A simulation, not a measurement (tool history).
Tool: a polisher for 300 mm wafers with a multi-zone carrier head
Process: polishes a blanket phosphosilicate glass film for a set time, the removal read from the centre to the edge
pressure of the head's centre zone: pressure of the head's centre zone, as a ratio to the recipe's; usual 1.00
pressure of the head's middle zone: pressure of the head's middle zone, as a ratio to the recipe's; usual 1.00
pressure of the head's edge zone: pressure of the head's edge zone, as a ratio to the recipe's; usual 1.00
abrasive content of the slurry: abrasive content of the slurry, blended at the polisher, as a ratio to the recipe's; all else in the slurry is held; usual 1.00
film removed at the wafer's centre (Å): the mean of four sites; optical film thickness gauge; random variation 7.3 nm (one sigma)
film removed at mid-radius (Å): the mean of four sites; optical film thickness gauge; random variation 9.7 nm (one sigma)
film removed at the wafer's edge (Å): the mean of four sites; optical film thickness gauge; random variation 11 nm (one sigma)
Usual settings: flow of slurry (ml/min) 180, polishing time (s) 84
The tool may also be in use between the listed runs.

run     day  flow of slurry (ml/min)  pressure of the head's centre zone  pressure of the head's middle zone  pressure of the head's edge zone  abrasive content of the slurry  polishing time (s)  incoming thickness of the incoming film, nm  film removed at the wafer's centre (Å)  film removed at mid-radius (Å)  film removed at the wafer's edge (Å)
  1   0.000                      180                                1.00                                0.94                              1.00                            1.10                  84                                       3052.2                                    7872                            7235                                  7864
  2   2.733                      180                                1.00                                1.00                              1.00                            1.00                  84                                       3059.1                                    7622                            7581                                  7377
  3   5.183                      180                                1.00                                1.00                              1.00                            1.00                  84                                       3002.4                                    7446                            7430                                  7566
  4   6.496                      180                                1.00                                1.00                              1.00                            1.00                  84                                       3114.1                                    7507                            7234                                  7450
  5   7.512                      180                                1.00                                1.00                              1.00                            1.00                  84                                       3060.9                                    7419                            7373                                  7572
  6   8.708                      205                                1.00                                1.11                              1.00                            1.00                  97                                       3077.2                                    8760                            9270                                  8687
  7  10.150                      130                                1.00                                1.00                              1.00                            0.90                  84                                       3103.4                                    6631                            6605                                  6812
     12.333  -- worn pad replaced by a new one
  8  12.354                      180                                1.00                                0.95                              1.08                            1.00                  84                                       3092.2                                    7659                            7247                                  7938
  9  13.292                      180                                1.00                                0.91                              1.00                            0.85                  84                                       3035.7                                    7248                            6789                                  7134
     14.300  -- slurry nozzle cleaned
 10  16.004                      180                                1.00                                1.00                              0.90                            1.10                  84                                       3071.3                                    7856                            7771                                  7433
 11  18.038                      245                                0.97                                1.00                              1.00                            1.00                  84                                       3022.0                                    7760                            7873                                  7939
 12  19.333                      225                                1.00                                1.00                              1.00                            1.00                  84                                       3119.1                                    7883                            7711                                  7834
 13  22.283                      180                                1.00                                0.92                              1.00                            1.00                 103                                       3120.8                                    9272                            8703                                  9371
 14  23.558                      180                                1.00                                1.00                              1.00                            1.00                  84                                       3128.4                                    7473                            7284                                  7674
     23.788  -- centre zone pressure recalibrated
 15  25.650                      180                                1.00                                1.00                              1.00                            0.80                  84                                       3064.3                                    7172                            6953                                  6827
 16  27.871                      215                                0.93                                1.00                              1.00                            1.00                  94                                       3076.0                                    8028                            8495                                  8375
 17  29.488                      180                                1.00                                1.00                              0.88                            1.20                  84                                       3058.6                                    7857                            7875                                  7442
 18  30.667                      180                                1.00                                1.00                              1.00                            0.85                  84                                       3068.5                                    7016                            6783                                  7001
     31.638  -- worn pad replaced by a new one
 19  33.208                      150                                1.00                                0.89                              0.95                            0.90                  84                                       3083.1                                    7144                            6617                                  7197
 20  34.517                      180                                1.00                                1.00                              1.07                            1.00                  84                                       3072.7                                    7648                            7506                                  7857
 21  36.379                      180                                1.00                                0.88                              1.00                            1.00                  84                                       3067.2                                    7699                            6941                                  7831

Forecast each of these 5 alternatives for the next run:
  A  36.396                      180                                1.00                                1.00                              1.00                            1.00                  84                                       3076.1                                       ?                               ?                                     ?
  B  36.396                      180                                1.00                                0.97                              1.00                            1.00                 107                                       3076.1                                       ?                               ?                                     ?
  C  36.396                      195                                1.00                                1.00                              1.00                            0.90                  84                                       3076.1                                       ?                               ?                                     ?
  D  36.396                      180                                1.00                                1.00                              1.00                            1.00                 109                                       3076.1                                       ?                               ?                                     ?
  E  36.396                      205                                1.00                                1.00                              1.00                            1.00                  84                                       3076.1                                       ?                               ?                                     ?

run  film removed at the wafer's centre (Å)  film removed at mid-radius (Å)  film removed at the wafer's edge (Å)
  A                                    7618                            7601                                  7865
  B                                    9702                            9510                                 10021
  C                                    7496                            7467                                  7698
  D                                    9885                            9864                                 10205
  E                                    7800                            7763                                  7988
Without the tool's hidden state the same runs would have given:
run  film removed at the wafer's centre (Å)  film removed at mid-radius (Å)  film removed at the wafer's edge (Å)
  A                                    7645                            7629                                  7893
  B                                    9737                            9544                                 10057
  C                                    7522                            7494                                  7726
  D                                    9921                            9899                                 10242
  E                                    7828                            7791                                  8016

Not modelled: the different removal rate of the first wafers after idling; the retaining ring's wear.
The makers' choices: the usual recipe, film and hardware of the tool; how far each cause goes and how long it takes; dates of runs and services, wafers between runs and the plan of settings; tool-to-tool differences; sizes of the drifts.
